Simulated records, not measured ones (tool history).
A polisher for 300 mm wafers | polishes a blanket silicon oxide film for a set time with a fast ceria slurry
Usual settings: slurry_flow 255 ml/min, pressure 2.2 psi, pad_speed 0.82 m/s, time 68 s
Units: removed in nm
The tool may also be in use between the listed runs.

| run | hour | slurry_flow | pressure | pad_speed | time | wafers since the last listed run | wafers polished on this pad | hours since the slurry nozzle was cleaned | hours since the head pressure was calibrated | incoming thickness of the incoming film, nm | removed |
|---|---|---|---|---|---|---|---|---|---|---|---|
| 1 | 0 | 255 | 2.2 | 0.82 | 68 | 0 | 532 | 309.7 | 606 | 1936.7 | 564.3 |
|  | 11.1 | worn pad replaced by a new one |
| 2 | 11.6 | 255 | 2.2 | 0.82 | 68 | 52 | 3 | 321.3 | 617.6 | 1907.1 | 562.2 |
|  | 15.7 | slurry nozzle cleaned |
| 3 | 43.8 | 280 | 2.2 | 0.82 | 68 | 215 | 219 | 28.1 | 649.8 | 1954.4 | 593.8 |
| 4 | 56 | 255 | 2.2 | 0.82 | 68 | 84 | 303 | 40.3 | 662 | 1923.7 | 594 |
| 5 | 62.9 | 255 | 2.2 | 0.82 | 68 | 47 | 350 | 47.2 | 668.9 | 1976.8 | 607.3 |
| 6 | 71.7 | 255 | 2.2 | 0.82 | 68 | 60 | 411 | 56 | 677.7 | 1935.6 | 595.7 |
| 7 | 78.4 | 255 | 2.2 | 0.82 | 68 | 46 | 457 | 62.7 | 684.4 | 1924 | 600.9 |
|  | 93 | worn pad replaced by a new one |
| 8 | 95.8 | 255 | 2.2 | 0.82 | 68 | 92 | 19 | 80.1 | 701.8 | 1914.2 | 605 |
| 9 | 108.7 | 255 | 2.2 | 0.82 | 68 | 89 | 108 | 93 | 714.7 | 1939.5 | 597.1 |
| 10 | 120.9 | 255 | 2.2 | 0.82 | 68 | 84 | 192 | 105.2 | 726.9 | 1915.4 | 588.2 |
| 11 | 134.9 | 320 | 2.2 | 0.82 | 68 | 96 | 289 | 119.2 | 740.9 | 1932.4 | 604.9 |
| 12 | 152.3 | 320 | 2.2 | 0.82 | 68 | 120 | 409 | 136.6 | 758.3 | 1953.7 | 605.9 |
| 13 | 164.6 | 255 | 2.2 | 0.82 | 68 | 84 | 494 | 148.9 | 770.6 | 1948.4 | 591.5 |
|  | 171.2 | worn pad replaced by a new one, of another model than before |
| 14 | 172 | 255 | 2.2 | 0.82 | 68 | 23 | 5 | 156.3 | 778 | 1930.6 | 585.7 |
| 15 | 223 | 255 | 2.2 | 0.82 | 68 | 352 | 357 | 207.3 | 829 | 1900.5 | 578.9 |
| 16 | 240.1 | 255 | 2.2 | 0.82 | 68 | 118 | 475 | 224.4 | 846.1 | 1942.2 | 572.3 |
| 17 | 257 | 255 | 2.2 | 0.82 | 68 | 116 | 592 | 241.3 | 863 | 1928.2 | 565.6 |
| 18 | 263.9 | 255 | 2.2 | 0.82 | 68 | 47 | 639 | 248.2 | 869.9 | 1931.1 | 551.9 |
|  | 271.6 | worn pad replaced by a new one |
|  | 277.7 | head pressure recalibrated |
| 19 | 278.8 | 195 | 2 | 1.04 | 68 | 61 | 36 | 263.1 | 1.1 | 1960.4 | 557.9 |
|  | 291.7 | slurry nozzle cleaned |
| 20 | 292.5 | 255 | 2.2 | 0.82 | 68 | 87 | 123 | 0.8 | 14.8 | 1923.4 | 596.5 |
| 21 | 305.5 | 255 | 2.2 | 0.82 | 68 | 89 | 213 | 13.8 | 27.8 | 1919.1 | 593.5 |
| 22 | 316 | 255 | 2.2 | 0.82 | 68 | 72 | 286 | 24.3 | 38.3 | 1932.8 | 584.1 |
| 23 | 332 | 255 | 2.8 | 0.82 | 68 | 110 | 396 | 40.3 | 54.3 | 1945.8 | 692.9 |
| 24 | 343.7 | 255 | 2.9 | 0.92 | 82 | 80 | 477 | 52 | 66 | 1937.6 | 933 |
| 25 | 356.3 | 255 | 2.6 | 0.82 | 87 | 86 | 564 | 64.6 | 78.6 | 1936.6 | 838 |
|  | 366.9 | worn pad replaced by a new one |
| 26 | 367.4 | 320 | 2.2 | 0.82 | 68 | 49 | 3 | 75.7 | 89.7 | 1953.1 | 611.5 |
| 27 | 375.7 | 255 | 2.2 | 0.82 | 88 | 57 | 60 | 84 | 98 | 1942 | 762.6 |
| 28 | 388.5 | 255 | 2.2 | 0.94 | 68 | 88 | 149 | 96.8 | 110.8 | 1974.4 | 640.3 |
| 29 | 399.8 | 255 | 2.2 | 0.58 | 68 | 78 | 227 | 108.1 | 122.1 | 1933.5 | 484.7 |
| 30 | 408.8 | 205 | 2.2 | 0.6 | 78 | 62 | 289 | 117.1 | 131.1 | 1973.2 | 553.4 |
| 31 | 420.8 | 255 | 2.2 | 0.82 | 76 | 82 | 372 | 129.1 | 143.1 | 1956.3 | 654.8 |
| 32 | 433.4 | 255 | 2.6 | 0.82 | 76 | 86 | 459 | 141.7 | 155.7 | 1968.5 | 723.5 |

Forecast each of these 3 alternatives for the next run:
| A | 433.8 | 255 | 2.2 | 1 | 68 | 2 | 462 | 142.1 | 156.1 | 1930.9 | ? |
| B | 433.8 | 320 | 2.8 | 0.82 | 68 | 2 | 462 | 142.1 | 156.1 | 1930.9 | ? |
| C | 433.8 | 255 | 1.4 | 1.06 | 68 | 2 | 462 | 142.1 | 156.1 | 1930.9 | ? |

| run | removed |
|---|---|
| A | 663 |
| B | 712.8 |
| C | 534.5 |
Without the tool's hidden state the same runs would have given:
| run | removed |
|---|---|
| A | 675.8 |
| B | 723.2 |
| C | 544.9 |
